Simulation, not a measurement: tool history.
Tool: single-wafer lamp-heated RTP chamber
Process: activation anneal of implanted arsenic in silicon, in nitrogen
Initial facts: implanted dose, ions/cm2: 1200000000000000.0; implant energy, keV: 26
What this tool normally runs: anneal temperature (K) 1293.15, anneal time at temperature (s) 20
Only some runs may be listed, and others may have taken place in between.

run   hour  anneal temperature (K)  anneal time at temperature (s)  wafers since the last listed run  wafers since the last pyrometer calibration  wafers since the reflector plate was cleaned  hours since the gauge calibration  read-back reference wafer on the same gauge, sheet resistance  sheet resistance of the implanted and annealed layer (ohm/square)
  1    0.0                 1293.15                              29                                 0                                         2078                                          9409                              155.0                                                         114.01                                                             101.28
      15.3  -- gauge calibrated
  2   41.7                 1293.15                              20                               401                                         2479                                          9810                               26.4                                                         114.04                                                             104.13
  3   53.5                 1293.15                              20                               113                                         2592                                          9924                               38.2                                                         113.94                                                             103.91
  4   60.7                 1293.15                              20                                69                                         2662                                          9993                               45.4                                                         113.93                                                             103.88
  5   67.6                 1293.15                              20                                66                                         2728                                         10059                               52.3                                                         114.08                                                             103.87
  6   76.3                 1293.15                              20                                83                                         2812                                         10143                               61.0                                                         114.05                                                             104.06
  7   82.6                 1293.15                              20                                60                                         2872                                         10204                               67.3                                                         114.00                                                             104.35
  8   89.3                 1293.15                              20                                64                                         2937                                         10268                               74.0                                                         113.99                                                             104.33
      99.6  -- pyrometer window cleaned and pyrometer calibrated
     110.9  -- reflector plate cleaned
  9  111.4                 1293.15                              20                                58                                           36                                             4                               96.1                                                         113.97                                                             105.90
 10  113.9                 1293.15                              20                                24                                           60                                            28                               98.6                                                         114.02                                                             105.68
 11  131.0                 1311.15                              24                               164                                          224                                           193                              115.7                                                         113.93                                                             100.93
 12  147.0                 1271.15                              11                               153                                          378                                           347                              131.7                                                         113.94                                                             114.08
 13  154.4                 1307.15                              11                                71                                          450                                           418                              139.1                                                         113.99                                                             107.38
 14  170.6                 1274.15                              30                               155                                          605                                           574                              155.3                                                         114.06                                                             105.46
     175.5  -- gauge calibrated
 15  177.5                 1282.15                              10                                66                                          672                                           640                                2.0                                                         114.06                                                             112.10
 16  188.6                 1321.15                              28                               106                                          779                                           747                               13.1                                                         114.04                                                              96.58
 17  203.5                 1293.15                              20                               143                                          922                                           890                               28.0                                                         113.99                                                             104.63
 18  214.3                 1269.15                              12                               103                                         1026                                           994                               38.8                                                         114.03                                                             113.14
 19  223.3                 1293.15                              20                                86                                         1113                                          1081                               47.8                                                         114.03                                                             104.13
 20  241.7                 1278.15                              11                               177                                         1290                                          1258                               66.2                                                         113.91                                                             111.67
 21  257.3                 1284.15                              12                               150                                         1440                                          1408                               81.8                                                         113.95                                                             109.96

What if the next run were any one of these 5? Each begins from the tool's condition after run 21:
  A  257.7                 1293.15                              20                                 3                                         1444                                          1412                               82.2                                                              ?                                                                  ?
  B  257.7                 1277.15                              27                                 3                                         1444                                          1412                               82.2                                                              ?                                                                  ?
  C  257.7                 1322.15                              20                                 3                                         1444                                          1412                               82.2                                                              ?                                                                  ?
  D  257.7                 1305.15                              15                                 3                                         1444                                          1412                               82.2                                                              ?                                                                  ?
  E  257.7                 1320.15                              16                                 3                                         1444                                          1412                               82.2                                                              ?                                                                  ?

run  read-back reference wafer on the same gauge, sheet resistance  sheet resistance of the implanted and annealed layer (ohm/square)
  A                                                         114.05                                                             104.39
  B                                                         114.05                                                             105.08
  C                                                         114.05                                                              99.13
  D                                                         114.05                                                             104.48
  E                                                         114.05                                                             101.30
Without the tool's hidden state the same runs would have given:
run  sheet resistance of the implanted and annealed layer (ohm/square)
  A                                                             106.34
  B                                                             107.22
  C                                                             101.06
  D                                                             106.37
  E                                                             103.19

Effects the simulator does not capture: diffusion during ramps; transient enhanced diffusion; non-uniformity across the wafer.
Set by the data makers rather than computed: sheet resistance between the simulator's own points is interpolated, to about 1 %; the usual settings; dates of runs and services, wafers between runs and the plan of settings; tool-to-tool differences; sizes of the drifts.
